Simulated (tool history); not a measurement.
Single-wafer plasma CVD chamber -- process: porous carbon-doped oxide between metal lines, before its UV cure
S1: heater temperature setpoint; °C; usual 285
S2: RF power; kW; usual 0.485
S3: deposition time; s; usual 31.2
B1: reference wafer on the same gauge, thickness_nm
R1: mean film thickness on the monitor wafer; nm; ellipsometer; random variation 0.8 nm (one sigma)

run 1 hour=0 | S1=285 S2=0.42 S3=34.3 | B1=196.867 | R1=174.168
run 2 hour=15.9 | S1=285 S2=0.42 S3=34.3 | B1=196.824 | R1=174.031
run 3 hour=45.2 | S1=285 S2=0.42 S3=34.3 | B1=197.196 | R1=171.221
run 4 hour=72.9 | S1=285 S2=0.485 S3=31.2 | B1=197.2 | R1=177.77
-- hour=101.2 RF generator calibrated
-- hour=102.8 gauge calibrated
run 5 hour=103.4 | S1=285 S2=0.485 S3=31.2 | B1=197.181 | R1=178.467
run 6 hour=128 | S1=285 S2=0.485 S3=31.2 | B1=197.09 | R1=177.552
run 7 hour=154.8 | S1=285 S2=0.485 S3=31.2 | B1=196.808 | R1=175.502
-- hour=173 showerhead replaced
-- hour=180.9 thermocouple changed; heater temperature recalibrated
run 8 hour=181.4 | S1=285 S2=0.535 S3=31.2 | B1=196.71 | R1=187.302
run 9 hour=214.6 | S1=292 S2=0.485 S3=34.5 | B1=196.945 | R1=185.287
run 10 hour=236.5 | S1=285 S2=0.485 S3=31.2 | B1=196.893 | R1=177.832
run 11 hour=252.1 | S1=272 S2=0.485 S3=31.2 | B1=197.219 | R1=192.877
run 12 hour=272.6 | S1=279 S2=0.46 S3=37.3 | B1=196.714 | R1=212.659
run 13 hour=300.9 | S1=300 S2=0.405 S3=25.7 | B1=197.215 | R1=114.411
run 14 hour=316.1 | S1=285 S2=0.485 S3=31.2 | B1=196.894 | R1=175.09

Predict each of these 4 candidate next runs independently; none follows another, all start after run 14:
run A hour=316.5 | S1=285 S2=0.485 S3=31.2 | B1=? | R1=?
run B hour=316.5 | S1=299 S2=0.545 S3=31.2 | B1=? | R1=?
run C hour=316.5 | S1=281 S2=0.485 S3=31.2 | B1=? | R1=?
run D hour=316.5 | S1=297 S2=0.56 S3=32.9 | B1=? | R1=?

run=A B1=196.703 R1=176.363
run=B B1=196.703 R1=174.604
run=C B1=196.703 R1=181.368
run=D B1=196.703 R1=189.736
With the hidden condition removed and each run's random variation left untouched, the same runs would have given:
run=A R1=176.363
run=B R1=174.604
run=C R1=181.368
run=D R1=189.736
